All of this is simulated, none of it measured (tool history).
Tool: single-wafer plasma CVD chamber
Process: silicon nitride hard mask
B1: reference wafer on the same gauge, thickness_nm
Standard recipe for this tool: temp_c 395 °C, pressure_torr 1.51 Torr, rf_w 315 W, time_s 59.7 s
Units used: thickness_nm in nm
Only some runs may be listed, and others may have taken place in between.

Run 1, hour 0.0: usual settings; B1 61.503. Result: thickness_nm 73.462 nm.
Run 2, hour 37.2: usual settings; B1 61.508. Result: thickness_nm 73.417 nm.
Run 3, hour 75.5: usual settings; B1 61.477. Result: thickness_nm 73.369 nm.
Run 4, hour 144.7: usual settings but temp_c 406 °C; B1 61.527. Result: thickness_nm 73.215 nm.
Run 5, hour 184.3: usual settings but temp_c 406 °C; B1 61.484. Result: thickness_nm 73.116 nm.
Run 6, hour 227.2: usual settings but temp_c 406 °C; B1 61.516. Result: thickness_nm 72.849 nm.
Run 7, hour 280.7: usual settings but pressure_torr 1.26 Torr, rf_w 345 W; B1 61.511. Result: thickness_nm 69.479 nm.
Run 8, hour 344.2: usual settings but temp_c 404 °C, time_s 52.2 s; B1 61.513. Result: thickness_nm 63.810 nm.
Run 9, hour 403.7: usual settings but temp_c 401 °C, rf_w 345 W; B1 61.499. Result: thickness_nm 76.070 nm.
Run 10, hour 464.9: usual settings but temp_c 381 °C, pressure_torr 1.32 Torr, rf_w 375 W, time_s 52.4 s; B1 61.501. Result: thickness_nm 64.947 nm.
Run 11, hour 496.6: usual settings; B1 61.505. Result: thickness_nm 73.162 nm.
At hour 561.0: capacitance manometer re-zeroed and calibrated.
Run 12, hour 566.0: usual settings but temp_c 385 °C, time_s 66.0 s; B1 61.489. Result: thickness_nm 81.104 nm.
At hour 583.4: RF generator calibrated.
At hour 664.2: gauge calibrated.
Run 13, hour 680.6: usual settings but temp_c 383 °C, pressure_torr 1.18 Torr, rf_w 275 W; B1 61.527. Result: thickness_nm 62.444 nm.
Run 14, hour 729.6: usual settings but temp_c 399 °C, pressure_torr 1.73 Torr, rf_w 350 W; B1 61.528. Result: thickness_nm 83.692 nm.
Run 15, hour 764.0: usual settings but rf_w 260 W, time_s 49.3 s; B1 61.499. Result: thickness_nm 57.250 nm.
Run 16, hour 832.9: usual settings but temp_c 381 °C; B1 61.508. Result: thickness_nm 75.930 nm.
Run 17, hour 864.7: usual settings but temp_c 388 °C, pressure_torr 1.78 Torr, rf_w 370 W; B1 61.493. Result: thickness_nm 87.036 nm.
At hour 889.0: showerhead replaced.
Run 18, hour 926.4: usual settings but rf_w 285 W; B1 61.457. Result: thickness_nm 71.777 nm.
Run 19, hour 997.6: usual settings; B1 61.509. Result: thickness_nm 74.937 nm.
Run 20, hour 1037.9: usual settings but temp_c 391 °C, rf_w 355 W; B1 61.506. Result: thickness_nm 78.901 nm.
Run 21, hour 1097.5: usual settings but temp_c 405 °C; B1 61.503. Result: thickness_nm 74.423 nm.
Run 22, hour 1128.1: usual settings; B1 61.508. Result: thickness_nm 74.890 nm.
Run 23, hour 1184.1: usual settings but temp_c 387 °C, rf_w 370 W, time_s 53.1 s; B1 61.505. Result: thickness_nm 71.538 nm.
Run 24, hour 1243.0: usual settings; B1 61.482. Result: thickness_nm 74.767 nm.
Run 25, hour 1301.8: usual settings but pressure_torr 1.19 Torr, time_s 69.1 s; B1 61.484. Result: thickness_nm 75.628 nm.
Run 26, hour 1329.0: usual settings but pressure_torr 1.28 Torr; B1 61.503. Result: thickness_nm 68.439 nm.
Run 27, hour 1369.1: usual settings; B1 61.509. Result: thickness_nm 74.837 nm.
Run 28, hour 1404.4: usual settings but time_s 69.0 s; B1 61.509. Result: thickness_nm 86.145 nm.

Below are 5 alternative next runs, each starting from the tool's condition after run 28. Predict each:
Run A, hour 1404.8: usual settings but temp_c 388 °C; B1 ?. Result: thickness_nm ?.
Run B, hour 1404.8: usual settings but temp_c 380 °C; B1 ?. Result: thickness_nm ?.
Run C, hour 1404.8: usual settings but rf_w 350 W, time_s 65.7 s; B1 ?. Result: thickness_nm ?.
Run D, hour 1404.8: usual settings but rf_w 350 W; B1 ?. Result: thickness_nm ?.
Run E, hour 1404.8: usual settings but temp_c 380 °C, pressure_torr 1.74 Torr, rf_w 370 W, time_s 55.5 s; B1 ?. Result: thickness_nm ?.

run      B1  thickness_nm
  A  61.480        74.614
  B  61.480        74.896
  C  61.480        85.633
  D  61.480        77.824
  E  61.480        79.412
The same runs, with their run-to-run variation unchanged, on a tool lacking any hidden condition would have given:
run  thickness_nm
  A        75.477
  B        75.762
  C        86.579
  D        78.684
  E        80.289
